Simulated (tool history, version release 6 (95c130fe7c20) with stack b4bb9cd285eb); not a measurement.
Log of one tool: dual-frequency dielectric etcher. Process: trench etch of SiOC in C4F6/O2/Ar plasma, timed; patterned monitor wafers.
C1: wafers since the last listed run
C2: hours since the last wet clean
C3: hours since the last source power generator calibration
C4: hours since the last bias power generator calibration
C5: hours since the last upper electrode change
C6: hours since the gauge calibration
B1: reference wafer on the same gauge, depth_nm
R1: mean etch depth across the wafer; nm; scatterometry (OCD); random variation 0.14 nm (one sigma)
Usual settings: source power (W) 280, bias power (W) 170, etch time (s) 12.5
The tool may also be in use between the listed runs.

{"run": 1, "day": 0.0, "source power (W)": 250, "bias power (W)": 170, "etch time (s)": 12.5, "C1": 0, "C2": 309.5, "C3": 2919.1, "C4": 1196.9, "C5": 1290.6, "C6": 840.4, "B1": 20.59, "R1": 22.57}
{"run": 2, "day": 1.946, "source power (W)": 300, "bias power (W)": 159, "etch time (s)": 12.5, "C1": 898, "C2": 356.2, "C3": 2965.8, "C4": 1243.6, "C5": 1337.3, "C6": 887.1, "B1": 20.57, "R1": 23.66}
{"run": 3, "day": 4.05, "source power (W)": 300, "bias power (W)": 159, "etch time (s)": 12.5, "C1": 971, "C2": 406.7, "C3": 3016.3, "C4": 1294.1, "C5": 1387.8, "C6": 937.6, "B1": 20.6, "R1": 23.86}
{"run": 4, "day": 6.983, "source power (W)": 280, "bias power (W)": 170, "etch time (s)": 15.5, "C1": 1354, "C2": 477.1, "C3": 3086.7, "C4": 1364.5, "C5": 1458.2, "C6": 1008, "B1": 20.6, "R1": 29.22}
{"day": 9.262, "done": "wet clean of the chamber"}
{"run": 5, "day": 9.283, "source power (W)": 280, "bias power (W)": 170, "etch time (s)": 15.5, "C1": 600, "C2": 0.5, "C3": 3141.9, "C4": 1419.7, "C5": 1513.4, "C6": 1063.2, "B1": 20.62, "R1": 29.6}
{"run": 6, "day": 10.342, "source power (W)": 280, "bias power (W)": 170, "etch time (s)": 12.5, "C1": 488, "C2": 25.9, "C3": 3167.3, "C4": 1445.1, "C5": 1538.8, "C6": 1088.6, "B1": 20.59, "R1": 23.68}
{"run": 7, "day": 11.679, "source power (W)": 280, "bias power (W)": 170, "etch time (s)": 12.5, "C1": 617, "C2": 58, "C3": 3199.4, "C4": 1477.2, "C5": 1570.9, "C6": 1120.7, "B1": 20.63, "R1": 23.8}
{"run": 8, "day": 13.117, "source power (W)": 280, "bias power (W)": 170, "etch time (s)": 12.5, "C1": 663, "C2": 92.5, "C3": 3233.9, "C4": 1511.7, "C5": 1605.4, "C6": 1155.2, "B1": 20.6, "R1": 23.47}
{"run": 9, "day": 15.571, "source power (W)": 280, "bias power (W)": 170, "etch time (s)": 12.5, "C1": 1132, "C2": 151.4, "C3": 3292.8, "C4": 1570.6, "C5": 1664.3, "C6": 1214.1, "B1": 20.62, "R1": 23.55}
{"run": 10, "day": 16.775, "source power (W)": 280, "bias power (W)": 170, "etch time (s)": 12.5, "C1": 555, "C2": 180.3, "C3": 3321.7, "C4": 1599.5, "C5": 1693.2, "C6": 1243, "B1": 20.56, "R1": 23.76}
{"run": 11, "day": 18.317, "source power (W)": 280, "bias power (W)": 170, "etch time (s)": 12.5, "C1": 711, "C2": 217.3, "C3": 3358.7, "C4": 1636.5, "C5": 1730.2, "C6": 1280, "B1": 20.58, "R1": 23.78}
{"run": 12, "day": 20.217, "source power (W)": 280, "bias power (W)": 151, "etch time (s)": 12.5, "C1": 877, "C2": 262.9, "C3": 3404.3, "C4": 1682.1, "C5": 1775.8, "C6": 1325.6, "B1": 20.64, "R1": 22.38}
{"day": 20.629, "done": "source power generator calibrated"}
{"run": 13, "day": 21.508, "source power (W)": 280, "bias power (W)": 170, "etch time (s)": 12.5, "C1": 519, "C2": 293.9, "C3": 21.1, "C4": 1713.1, "C5": 1806.8, "C6": 1356.6, "B1": 20.58, "R1": 23.7}
{"run": 14, "day": 23.104, "source power (W)": 280, "bias power (W)": 170, "etch time (s)": 12.5, "C1": 736, "C2": 332.2, "C3": 59.4, "C4": 1751.4, "C5": 1845.1, "C6": 1394.9, "B1": 20.64, "R1": 23.55}
{"run": 15, "day": 25.012, "source power (W)": 280, "bias power (W)": 170, "etch time (s)": 12.5, "C1": 880, "C2": 378, "C3": 105.2, "C4": 1797.2, "C5": 1890.9, "C6": 1440.7, "B1": 20.59, "R1": 23.79}
{"day": 26.204, "done": "upper electrode replaced"}
{"day": 28.521, "done": "wet clean of the chamber"}
{"run": 16, "day": 28.542, "source power (W)": 350, "bias power (W)": 170, "etch time (s)": 15.5, "C1": 705, "C2": 0.5, "C3": 189.9, "C4": 1881.9, "C5": 56.1, "C6": 1525.4, "B1": 20.61, "R1": 32.77}
{"run": 17, "day": 30.775, "source power (W)": 310, "bias power (W)": 148, "etch time (s)": 12.5, "C1": 1031, "C2": 54.1, "C3": 243.5, "C4": 1935.5, "C5": 109.7, "C6": 1579, "B1": 20.61, "R1": 23.34}
{"run": 18, "day": 32.042, "source power (W)": 340, "bias power (W)": 151, "etch time (s)": 12.5, "C1": 584, "C2": 84.5, "C3": 273.9, "C4": 1965.9, "C5": 140.1, "C6": 1609.4, "B1": 20.57, "R1": 24.68}
{"run": 19, "day": 33.217, "source power (W)": 260, "bias power (W)": 206, "etch time (s)": 9.5, "C1": 542, "C2": 112.7, "C3": 302.1, "C4": 1994.1, "C5": 168.3, "C6": 1637.6, "B1": 20.57, "R1": 19.01}
{"day": 33.454, "done": "gauge calibrated"}
{"run": 20, "day": 35.362, "source power (W)": 320, "bias power (W)": 170, "etch time (s)": 12.5, "C1": 990, "C2": 164.2, "C3": 353.6, "C4": 2045.6, "C5": 219.8, "C6": 45.8, "B1": 20.62, "R1": 25.12}
{"run": 21, "day": 37.288, "source power (W)": 280, "bias power (W)": 170, "etch time (s)": 10.5, "C1": 888, "C2": 210.4, "C3": 399.8, "C4": 2091.8, "C5": 266, "C6": 92, "B1": 20.6, "R1": 19.88}
{"run": 22, "day": 39.958, "source power (W)": 230, "bias power (W)": 170, "etch time (s)": 12.5, "C1": 1233, "C2": 274.5, "C3": 463.9, "C4": 2155.9, "C5": 330.1, "C6": 156.1, "B1": 20.61, "R1": 21.7}
{"day": 40.154, "done": "bias power generator calibrated"}
{"run": 23, "day": 42.05, "source power (W)": 310, "bias power (W)": 212, "etch time (s)": 12.5, "C1": 888, "C2": 324.7, "C3": 514.1, "C4": 45.5, "C5": 380.3, "C6": 206.3, "B1": 20.61, "R1": 27.62}
{"run": 24, "day": 43.9, "source power (W)": 280, "bias power (W)": 170, "etch time (s)": 12.5, "C1": 854, "C2": 369.1, "C3": 558.5, "C4": 89.9, "C5": 424.7, "C6": 250.7, "B1": 20.59, "R1": 23.85}
{"run": 25, "day": 46.038, "source power (W)": 280, "bias power (W)": 170, "etch time (s)": 12.5, "C1": 986, "C2": 420.4, "C3": 609.8, "C4": 141.2, "C5": 476, "C6": 302, "B1": 20.59, "R1": 23.71}
{"day": 47.108, "done": "wet clean of the chamber"}
{"run": 26, "day": 47.129, "source power (W)": 310, "bias power (W)": 198, "etch time (s)": 12.5, "C1": 42, "C2": 0.5, "C3": 636, "C4": 167.4, "C5": 502.2, "C6": 328.2, "B1": 20.62, "R1": 26.58}
{"run": 27, "day": 48.492, "source power (W)": 280, "bias power (W)": 170, "etch time (s)": 12.5, "C1": 629, "C2": 33.2, "C3": 668.7, "C4": 200.1, "C5": 534.9, "C6": 360.9, "B1": 20.61, "R1": 24.05}
{"run": 28, "day": 50.192, "source power (W)": 280, "bias power (W)": 170, "etch time (s)": 12.5, "C1": 784, "C2": 74, "C3": 709.5, "C4": 240.9, "C5": 575.7, "C6": 401.7, "B1": 20.61, "R1": 23.49}
{"run": 29, "day": 52.912, "source power (W)": 280, "bias power (W)": 170, "etch time (s)": 16, "C1": 1256, "C2": 139.3, "C3": 774.8, "C4": 306.2, "C5": 641, "C6": 467, "B1": 20.63, "R1": 30.4}
{"run": 30, "day": 55.792, "source power (W)": 280, "bias power (W)": 143, "etch time (s)": 12.5, "C1": 1329, "C2": 208.4, "C3": 843.9, "C4": 375.3, "C5": 710.1, "C6": 536.1, "B1": 20.55, "R1": 21.83}

Hidden state at the last listed run before each entry between runs and at the first one after, where it differs:
Between runs 4 and 5: wet clean of the chamber (day 9.262)
  no hidden state differs between the two runs
Between runs 12 and 13: source power generator calibrated (day 20.629)
  no hidden state differs between the two runs
Between runs 15 and 16: upper electrode replaced (day 26.204); wet clean of the chamber (day 28.521)
  no hidden state differs between the two runs
Between runs 19 and 20: gauge calibrated (day 33.454)
  no hidden state differs between the two runs
Between runs 22 and 23: bias power generator calibrated (day 40.154)
  no hidden state differs between the two runs
Between runs 25 and 26: wet clean of the chamber (day 47.108)
  no hidden state differs between the two runs

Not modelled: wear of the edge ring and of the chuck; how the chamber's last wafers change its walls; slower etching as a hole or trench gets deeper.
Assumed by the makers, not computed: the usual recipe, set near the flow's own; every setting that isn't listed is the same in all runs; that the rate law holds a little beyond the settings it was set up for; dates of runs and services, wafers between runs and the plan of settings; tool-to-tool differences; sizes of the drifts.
